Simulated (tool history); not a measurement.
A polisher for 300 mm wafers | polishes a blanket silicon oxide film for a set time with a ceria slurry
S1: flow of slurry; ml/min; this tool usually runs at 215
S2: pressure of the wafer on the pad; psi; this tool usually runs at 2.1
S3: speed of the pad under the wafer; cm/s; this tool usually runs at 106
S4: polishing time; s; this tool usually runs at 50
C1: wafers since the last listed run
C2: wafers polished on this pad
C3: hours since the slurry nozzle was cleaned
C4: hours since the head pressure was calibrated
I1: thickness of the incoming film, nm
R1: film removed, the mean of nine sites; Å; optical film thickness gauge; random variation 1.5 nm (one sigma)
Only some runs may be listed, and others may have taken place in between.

run 1 hour=0.0 | S1=215 S2=2.1 S3=106 S4=50 | C1=0 C2=795 C3=247.9 C4=254.9 | I1=745.5 | R1=1745
run 2 hour=25.9 | S1=215 S2=2.1 S3=106 S4=50 | C1=301 C2=1096 C3=273.8 C4=280.8 | I1=725.6 | R1=1735
run 3 hour=57.8 | S1=215 S2=2.1 S3=106 S4=50 | C1=371 C2=1468 C3=305.7 C4=312.7 | I1=749.6 | R1=1686
run 4 hour=86.7 | S1=215 S2=2.2 S3=106 S4=50 | C1=336 C2=1805 C3=334.6 C4=341.6 | I1=722.6 | R1=1777
run 5 hour=142.3 | S1=215 S2=2.2 S3=106 S4=50 | C1=648 C2=2453 C3=390.2 C4=397.2 | I1=727.9 | R1=1711
-- hour=147.6 worn pad replaced by a new one
run 6 hour=172.6 | S1=180 S2=2.1 S3=106 S4=50 | C1=306 C2=291 C3=420.5 C4=427.5 | I1=732.7 | R1=1784
run 7 hour=231.4 | S1=215 S2=2.1 S3=106 S4=50 | C1=685 C2=976 C3=479.3 C4=486.3 | I1=737.6 | R1=1709
run 8 hour=267.8 | S1=215 S2=2.1 S3=106 S4=50 | C1=424 C2=1401 C3=515.7 C4=522.7 | I1=743.3 | R1=1686
run 9 hour=305.7 | S1=215 S2=2.1 S3=106 S4=50 | C1=441 C2=1842 C3=553.6 C4=560.6 | I1=730.6 | R1=1676
run 10 hour=336.3 | S1=215 S2=2.1 S3=106 S4=50 | C1=356 C2=2199 C3=584.2 C4=591.2 | I1=748.0 | R1=1631
-- hour=386.2 worn pad replaced by a new one
run 11 hour=387.2 | S1=265 S2=1.6 S3=106 S4=50 | C1=546 C2=11 C3=635.1 C4=642.1 | I1=741.0 | R1=1401
run 12 hour=429.7 | S1=265 S2=1.6 S3=106 S4=50 | C1=495 C2=506 C3=677.6 C4=684.6 | I1=736.1 | R1=1376
-- hour=596.1 worn pad replaced by a new one
-- hour=603.6 slurry nozzle cleaned
run 13 hour=608.0 | S1=265 S2=2.1 S3=90 S4=55 | C1=2019 C2=126 C3=4.4 C4=862.9 | I1=750.5 | R1=1712
run 14 hour=641.9 | S1=195 S2=2.1 S3=90 S4=50 | C1=395 C2=521 C3=38.3 C4=896.8 | I1=726.3 | R1=1478
run 15 hour=677.1 | S1=190 S2=1.5 S3=70 S4=38 | C1=410 C2=932 C3=73.5 C4=932.0 | I1=747.0 | R1=631
run 16 hour=743.8 | S1=215 S2=2.1 S3=106 S4=50 | C1=777 C2=1709 C3=140.2 C4=998.7 | I1=741.7 | R1=1693
run 17 hour=814.8 | S1=215 S2=2.5 S3=106 S4=50 | C1=827 C2=2536 C3=211.2 C4=1069.7 | I1=734.6 | R1=1960
-- hour=850.5 worn pad replaced by a new one
-- hour=863.7 head pressure recalibrated
run 18 hour=883.4 | S1=170 S2=2.1 S3=72 S4=50 | C1=729 C2=359 C3=279.8 C4=19.7 | I1=736.2 | R1=1185
run 19 hour=919.8 | S1=215 S2=2.2 S3=106 S4=50 | C1=424 C2=783 C3=316.2 C4=56.1 | I1=753.9 | R1=1841
run 20 hour=977.8 | S1=195 S2=2.1 S3=88 S4=50 | C1=675 C2=1459 C3=374.2 C4=114.1 | I1=748.6 | R1=1411
run 21 hour=1024.5 | S1=170 S2=2.3 S3=140 S4=38 | C1=544 C2=2004 C3=420.9 C4=160.8 | I1=734.1 | R1=1813
run 22 hour=1051.7 | S1=215 S2=2.1 S3=106 S4=50 | C1=317 C2=2321 C3=448.1 C4=188.0 | I1=742.9 | R1=1666
-- hour=1065.9 worn pad replaced by a new one
run 23 hour=1106.9 | S1=265 S2=2.1 S3=140 S4=43 | C1=596 C2=477 C3=503.3 C4=243.2 | I1=751.5 | R1=2081
run 24 hour=1138.2 | S1=215 S2=2.1 S3=106 S4=50 | C1=364 C2=842 C3=534.6 C4=274.5 | I1=748.4 | R1=1760
run 25 hour=1199.3 | S1=290 S2=2.1 S3=84 S4=35 | C1=712 C2=1554 C3=595.7 C4=335.6 | I1=732.8 | R1=981

Below, some changes in R1 between adjacent runs. For each, the amount present without the hidden state too (settings, incoming material, random variation) and the amount remaining for the hidden state with gauge scatter not shared by both compared results:
Hidden conditions of the tool in this case: removal rate lost through wear of the pad, %; slurry flow missing at the pad, %; deviation of the head's pressure from its setpoint, %.
Run 10 -> 11: S1 215 -> 265, S2 2.1 -> 1.6, worn pad replaced by a new one. R1 -230 Å: hidden state +171, all else -401.
Run 14 -> 15: S1 195 -> 190, S2 2.1 -> 1.5, S3 90 -> 70, S4 50 -> 38. R1 -847 Å: hidden state +13, all else -860.
Run 15 -> 16: S1 190 -> 215, S2 1.5 -> 2.1, S3 70 -> 106, S4 38 -> 50. R1 +1062 Å: hidden state -103, all else +1165.
Run 17 -> 18: S1 215 -> 170, S2 2.5 -> 2.1, S3 106 -> 72, worn pad replaced by a new one, head pressure recalibrated. R1 -775 Å: hidden state +200, all else -975.
